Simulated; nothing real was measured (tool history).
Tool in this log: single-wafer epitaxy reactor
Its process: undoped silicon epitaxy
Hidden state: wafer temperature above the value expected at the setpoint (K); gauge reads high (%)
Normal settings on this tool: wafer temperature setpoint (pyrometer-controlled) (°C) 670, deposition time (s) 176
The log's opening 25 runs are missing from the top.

| run | day | wafer temperature setpoint (pyrometer-controlled) (°C) | deposition time (s) | wafers since the last listed run | hours since the last pyrometer calibration | hours since the gauge calibration | read-back reference wafer on the same gauge, thickness_nm | mean film thickness on the monitor wafer (angstrom) |
|---|---|---|---|---|---|---|---|---|
| 26 | 60.433 | 657 | 160 | 313 | 2440.6 | 547.6 | 52.407 | 306.63 |
|  | 62.458 | pyrometer calibrated |
| 27 | 62.479 | 664 | 198 | 232 | 0.5 | 596.7 | 52.449 | 431.9 |
| 28 | 64.617 | 657 | 153 | 290 | 51.8 | 648 | 52.4 | 283.92 |
| 29 | 66.454 | 679 | 153 | 249 | 95.9 | 692.1 | 52.412 | 470.84 |
| 30 | 72.621 | 679 | 188 | 836 | 243.9 | 840.1 | 52.392 | 582.48 |
| 31 | 74.675 | 660 | 150 | 278 | 293.2 | 889.4 | 52.408 | 298.14 |
| 32 | 77.204 | 655 | 204 | 343 | 353.9 | 950.1 | 52.396 | 363.02 |
|  | 78.458 | gauge calibrated |
| 33 | 79.842 | 674 | 146 | 357 | 417.2 | 33.2 | 52.412 | 405.4 |
| 34 | 82.692 | 670 | 176 | 386 | 485.6 | 101.6 | 52.399 | 445.07 |
| 35 | 84.908 | 657 | 155 | 300 | 538.8 | 154.8 | 52.365 | 286.85 |
| 36 | 87.238 | 678 | 146 | 316 | 594.7 | 210.7 | 52.381 | 443.26 |
| 37 | 88.512 | 674 | 158 | 173 | 625.3 | 241.3 | 52.405 | 435.56 |

Each row is a separate what-if for the run after 37, all from the same tool condition, not one after another. Results?
| A | 88.529 | 670 | 176 | 2 | 625.7 | 241.7 | ? | ? |
| B | 88.529 | 683 | 176 | 2 | 625.7 | 241.7 | ? | ? |
| C | 88.529 | 670 | 141 | 2 | 625.7 | 241.7 | ? | ? |

| run | read-back reference wafer on the same gauge, thickness_nm | mean film thickness on the monitor wafer (angstrom) |
|---|---|---|
| A | 52.421 | 445.6 |
| B | 52.421 | 598.16 |
| C | 52.421 | 356.99 |
Take away the tool's hidden state, keep each run's random variation, and the runs would have read:
| run | mean film thickness on the monitor wafer (angstrom) |
|---|---|
| A | 439.47 |
| B | 590.17 |
| C | 352.07 |

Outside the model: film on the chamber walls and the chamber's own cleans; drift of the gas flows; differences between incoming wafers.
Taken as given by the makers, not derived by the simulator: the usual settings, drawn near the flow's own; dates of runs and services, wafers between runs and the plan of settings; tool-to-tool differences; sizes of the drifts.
